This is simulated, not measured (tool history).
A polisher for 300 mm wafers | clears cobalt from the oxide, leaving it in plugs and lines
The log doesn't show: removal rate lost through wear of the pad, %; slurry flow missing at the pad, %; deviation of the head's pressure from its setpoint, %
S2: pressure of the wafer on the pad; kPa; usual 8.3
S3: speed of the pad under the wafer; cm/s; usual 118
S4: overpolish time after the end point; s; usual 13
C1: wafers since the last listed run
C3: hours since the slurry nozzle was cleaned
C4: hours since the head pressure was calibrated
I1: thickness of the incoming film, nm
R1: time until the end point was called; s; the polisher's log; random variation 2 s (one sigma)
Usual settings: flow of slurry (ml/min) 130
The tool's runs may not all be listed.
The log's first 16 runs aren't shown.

{"hour": 1029.3, "done": "head pressure recalibrated"}
{"run": 17, "hour": 1068.9, "flow of slurry (ml/min)": 130, "S2": 8.3, "S3": 118, "S4": 13, "C1": 617, "wafers polished on this pad": 2718, "C3": 507.9, "C4": 39.6, "I1": 393.1, "R1": 143.3}
{"hour": 1102.0, "done": "slurry nozzle cleaned"}
{"run": 18, "hour": 1149.7, "flow of slurry (ml/min)": 130, "S2": 11.0, "S3": 104, "S4": 13, "C1": 901, "wafers polished on this pad": 3620, "C3": 47.7, "C4": 120.4, "I1": 385.4, "R1": 103.7}
{"run": 19, "hour": 1212.9, "flow of slurry (ml/min)": 155, "S2": 9.7, "S3": 152, "S4": 19, "C1": 714, "wafers polished on this pad": 4334, "C3": 110.9, "C4": 183.6, "I1": 387.7, "R1": 76.4}
{"run": 20, "hour": 1283.5, "flow of slurry (ml/min)": 130, "S2": 8.3, "S3": 152, "S4": 18, "C1": 797, "wafers polished on this pad": 5132, "C3": 181.5, "C4": 254.2, "I1": 392.4, "R1": 96.1}
{"run": 21, "hour": 1368.7, "flow of slurry (ml/min)": 130, "S2": 8.3, "S3": 118, "S4": 13, "C1": 962, "wafers polished on this pad": 6094, "C3": 266.7, "C4": 339.4, "I1": 384.6, "R1": 128.8}
{"hour": 1400.5, "done": "worn pad replaced by a new one"}
{"hour": 1608.2, "done": "slurry nozzle cleaned"}
{"run": 22, "hour": 1648.0, "flow of slurry (ml/min)": 130, "S2": 8.3, "S3": 118, "S4": 13, "C1": 3099, "wafers polished on this pad": 2784, "C3": 39.8, "C4": 618.7, "I1": 393.0, "R1": 115.9}
{"hour": 1689.4, "done": "head pressure recalibrated"}
{"run": 23, "hour": 1736.6, "flow of slurry (ml/min)": 160, "S2": 8.3, "S3": 154, "S4": 7, "C1": 978, "wafers polished on this pad": 3763, "C3": 128.4, "C4": 47.2, "I1": 389.7, "R1": 85.2}
{"run": 24, "hour": 1774.0, "flow of slurry (ml/min)": 130, "S2": 10.3, "S3": 118, "S4": 13, "C1": 422, "wafers polished on this pad": 4185, "C3": 165.8, "C4": 84.6, "I1": 388.4, "R1": 103.9}
{"run": 25, "hour": 1837.7, "flow of slurry (ml/min)": 105, "S2": 8.3, "S3": 118, "S4": 17, "C1": 719, "wafers polished on this pad": 4905, "C3": 229.5, "C4": 148.3, "I1": 386.8, "R1": 140.3}
{"hour": 1940.5, "done": "worn pad replaced by a new one"}
{"run": 26, "hour": 1941.1, "flow of slurry (ml/min)": 130, "S2": 8.3, "S3": 140, "S4": 17, "C1": 1123, "wafers polished on this pad": 7, "C3": 332.9, "C4": 251.7, "I1": 394.1, "R1": 119.4}
{"run": 27, "hour": 2047.9, "flow of slurry (ml/min)": 130, "S2": 11.0, "S3": 118, "S4": 10, "C1": 1206, "wafers polished on this pad": 1213, "C3": 439.7, "C4": 358.5, "I1": 389.3, "R1": 112.1}
{"hour": 2097.8, "done": "slurry nozzle cleaned"}
{"run": 28, "hour": 2139.9, "flow of slurry (ml/min)": 160, "S2": 8.3, "S3": 156, "S4": 13, "C1": 1028, "wafers polished on this pad": 2241, "C3": 42.1, "C4": 450.5, "I1": 387.6, "R1": 79.4}
{"run": 29, "hour": 2197.0, "flow of slurry (ml/min)": 130, "S2": 8.3, "S3": 118, "S4": 13, "C1": 645, "wafers polished on this pad": 2887, "C3": 99.2, "C4": 507.6, "I1": 394.8, "R1": 123.8}
{"run": 30, "hour": 2284.9, "flow of slurry (ml/min)": 130, "S2": 5.5, "S3": 132, "S4": 13, "C1": 993, "wafers polished on this pad": 3880, "C3": 187.1, "C4": 595.5, "I1": 388.0, "R1": 147.3}
{"run": 31, "hour": 2340.6, "flow of slurry (ml/min)": 130, "S2": 6.9, "S3": 154, "S4": 18, "C1": 629, "wafers polished on this pad": 4509, "C3": 242.8, "C4": 651.2, "I1": 388.4, "R1": 112.4}
{"run": 32, "hour": 2431.3, "flow of slurry (ml/min)": 165, "S2": 6.2, "S3": 150, "S4": 5, "C1": 1024, "wafers polished on this pad": 5534, "C3": 333.5, "C4": 741.9, "I1": 385.7, "R1": 113.7}
{"run": 33, "hour": 2485.0, "flow of slurry (ml/min)": 150, "S2": 7.6, "S3": 108, "S4": 17, "C1": 606, "wafers polished on this pad": 6140, "C3": 387.2, "C4": 795.6, "I1": 393.8, "R1": 151.9}
{"hour": 2488.3, "done": "head pressure recalibrated"}
{"hour": 2542.4, "done": "worn pad replaced by a new one"}
{"run": 34, "hour": 2555.5, "flow of slurry (ml/min)": 95, "S2": 8.3, "S3": 118, "S4": 13, "C1": 728, "wafers polished on this pad": 147, "C3": 457.7, "C4": 67.2, "I1": 390.8, "R1": 161.0}
{"run": 35, "hour": 2624.4, "flow of slurry (ml/min)": 130, "S2": 8.3, "S3": 118, "S4": 13, "C1": 778, "wafers polished on this pad": 926, "C3": 526.6, "C4": 136.1, "I1": 388.2, "R1": 151.5}

3 ways to go on from here, each from the tool as it stands after run 35. What would each give?
{"run": "A", "hour": 2624.9, "flow of slurry (ml/min)": 130, "S2": 8.3, "S3": 118, "S4": 13, "C1": 5, "wafers polished on this pad": 932, "C3": 527.1, "C4": 136.6, "I1": 396.4, "R1": "?"}
{"run": "B", "hour": 2624.9, "flow of slurry (ml/min)": 130, "S2": 9.7, "S3": 80, "S4": 6, "C1": 5, "wafers polished on this pad": 932, "C3": 527.1, "C4": 136.6, "I1": 396.4, "R1": "?"}
{"run": "C", "hour": 2624.9, "flow of slurry (ml/min)": 155, "S2": 6.9, "S3": 132, "S4": 13, "C1": 5, "wafers polished on this pad": 932, "C3": 527.1, "C4": 136.6, "I1": 396.4, "R1": "?"}

run=A R1=156.3
run=B R1=206.9
run=C R1=142.7
Without the tool's hidden state the same runs would have given:
run=A R1=115.9
run=B R1=153.4
run=C R1=112.0
